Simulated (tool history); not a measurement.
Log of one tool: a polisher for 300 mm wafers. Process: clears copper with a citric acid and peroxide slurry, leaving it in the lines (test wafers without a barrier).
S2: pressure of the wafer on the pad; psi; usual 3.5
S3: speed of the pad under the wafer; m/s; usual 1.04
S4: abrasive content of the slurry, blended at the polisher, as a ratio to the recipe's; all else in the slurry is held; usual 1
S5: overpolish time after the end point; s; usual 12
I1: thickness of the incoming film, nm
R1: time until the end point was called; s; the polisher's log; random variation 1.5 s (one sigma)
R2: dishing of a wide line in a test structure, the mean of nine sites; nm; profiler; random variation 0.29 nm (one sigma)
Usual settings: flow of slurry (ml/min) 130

run 1 hour=0 | flow_of_slurry_(ml/min)=130 S2=3.5 S3=1.04 S4=1 S5=12 | I1=306.8 | R1=179.8 R2=18.2
run 2 hour=20.9 | flow_of_slurry_(ml/min)=130 S2=3.5 S3=1.04 S4=1 S5=12 | I1=298.9 | R1=173.7 R2=18
run 3 hour=50.2 | flow_of_slurry_(ml/min)=130 S2=3.5 S3=1.04 S4=1 S5=12 | I1=304.4 | R1=177.8 R2=17.7
-- hour=64.9 worn pad replaced by a new one
run 4 hour=83.7 | flow_of_slurry_(ml/min)=130 S2=3.5 S3=1.04 S4=1 S5=12 | I1=300.3 | R1=175.7 R2=17.6
-- hour=99.6 head pressure recalibrated, repeated, since the last time left the tool worse
run 5 hour=100.1 | flow_of_slurry_(ml/min)=130 S2=4.4 S3=0.86 S4=0.8 S5=14 | I1=305.4 | R1=153.5 R2=23.4
run 6 hour=133.1 | flow_of_slurry_(ml/min)=160 S2=3.5 S3=1.34 S4=1.2 S5=16 | I1=305.2 | R1=112.9 R2=34
-- hour=141.3 slurry blender recalibrated
run 7 hour=162.8 | flow_of_slurry_(ml/min)=130 S2=3.5 S3=1.04 S4=1 S5=12 | I1=304.6 | R1=155.8 R2=20.3
run 8 hour=190.4 | flow_of_slurry_(ml/min)=115 S2=2.8 S3=1.04 S4=1.15 S5=12 | I1=304 | R1=190.6 R2=17
run 9 hour=221.3 | flow_of_slurry_(ml/min)=130 S2=3.5 S3=1.18 S4=1.1 S5=18 | I1=303.5 | R1=136.1 R2=32.6
run 10 hour=253.2 | flow_of_slurry_(ml/min)=130 S2=4.2 S3=0.7 S4=1 S5=12 | I1=305.6 | R1=192.1 R2=17
run 11 hour=267.2 | flow_of_slurry_(ml/min)=130 S2=2.6 S3=1.04 S4=1 S5=12 | I1=305.6 | R1=213.8 R2=15
-- hour=292.8 slurry nozzle cleaned
run 12 hour=296.8 | flow_of_slurry_(ml/min)=130 S2=4.5 S3=1.28 S4=1 S5=16 | I1=308.1 | R1=105.3 R2=38.6
-- hour=306.4 worn pad replaced by a new one
run 13 hour=325.1 | flow_of_slurry_(ml/min)=130 S2=3.5 S3=0.92 S4=1 S5=12 | I1=305 | R1=179.5 R2=17.8
run 14 hour=353.1 | flow_of_slurry_(ml/min)=130 S2=3.5 S3=1.04 S4=0.85 S5=7 | I1=306.5 | R1=169.7 R2=11.4
run 15 hour=385 | flow_of_slurry_(ml/min)=130 S2=3.5 S3=0.72 S4=1 S5=18 | I1=306.7 | R1=229 R2=20.9
run 16 hour=405.9 | flow_of_slurry_(ml/min)=130 S2=3.1 S3=1.04 S4=1 S5=12 | I1=306.9 | R1=181.8 R2=17.3
run 17 hour=424.6 | flow_of_slurry_(ml/min)=150 S2=2.4 S3=1.04 S4=1 S5=19 | I1=301.8 | R1=224.2 R2=21.5
run 18 hour=440.3 | flow_of_slurry_(ml/min)=130 S2=3.9 S3=1.04 S4=1 S5=12 | I1=304.6 | R1=143.4 R2=21.4
run 19 hour=459.3 | flow_of_slurry_(ml/min)=130 S2=3.5 S3=1.04 S4=1 S5=12 | I1=304.7 | R1=158.7 R2=19.7
run 20 hour=473.2 | flow_of_slurry_(ml/min)=130 S2=3.5 S3=1.04 S4=1 S5=12 | I1=305 | R1=161.5 R2=19.7
run 21 hour=487.1 | flow_of_slurry_(ml/min)=130 S2=3.5 S3=1.04 S4=1 S5=12 | I1=306.9 | R1=162.3 R2=19.6
run 22 hour=499.3 | flow_of_slurry_(ml/min)=130 S2=4.5 S3=1.28 S4=1 S5=16 | I1=303.7 | R1=103.9 R2=37.1
-- hour=503.1 slurry blender recalibrated
-- hour=524.1 worn pad replaced by a new one
run 23 hour=524.6 | flow_of_slurry_(ml/min)=130 S2=2.7 S3=0.86 S4=1.3 S5=12 | I1=303.9 | R1=232.1 R2=13.7
run 24 hour=538.4 | flow_of_slurry_(ml/min)=130 S2=3.5 S3=1.04 S4=1 S5=12 | I1=300.7 | R1=158.9 R2=19.4
run 25 hour=553.6 | flow_of_slurry_(ml/min)=100 S2=4.3 S3=1.34 S4=1 S5=12 | I1=304.7 | R1=108.1 R2=28.2
run 26 hour=575.5 | flow_of_slurry_(ml/min)=130 S2=3 S3=0.72 S4=1.25 S5=17 | I1=308.1 | R1=254.2 R2=18.4
run 27 hour=598.3 | flow_of_slurry_(ml/min)=130 S2=3.5 S3=1.04 S4=1 S5=12 | I1=307 | R1=163.6 R2=19.2
run 28 hour=618.8 | flow_of_slurry_(ml/min)=120 S2=3.5 S3=1.04 S4=0.75 S5=12 | I1=302 | R1=173.9 R2=18.1

Forecast each of these 4 alternatives for the next run:
run A hour=619.3 | flow_of_slurry_(ml/min)=130 S2=3.5 S3=1.04 S4=1 S5=12 | I1=305.3 | R1=? R2=?
run B hour=619.3 | flow_of_slurry_(ml/min)=130 S2=3.5 S3=1.04 S4=1 S5=15 | I1=305.3 | R1=? R2=?
run C hour=619.3 | flow_of_slurry_(ml/min)=95 S2=3.5 S3=1.04 S4=0.85 S5=8 | I1=305.3 | R1=? R2=?
run D hour=619.3 | flow_of_slurry_(ml/min)=130 S2=3.5 S3=0.88 S4=1 S5=12 | I1=305.3 | R1=? R2=?

run=A R1=161.7 R2=19.1
run=B R1=161.7 R2=23.5
run=C R1=175.4 R2=12.1
run=D R1=188.6 R2=16.6
Without the tool's hidden state the same runs would have given:
run=A R1=149.6 R2=20.6
run=B R1=149.6 R2=25.2
run=C R1=162.3 R2=13.1
run=D R1=174.5 R2=17.9
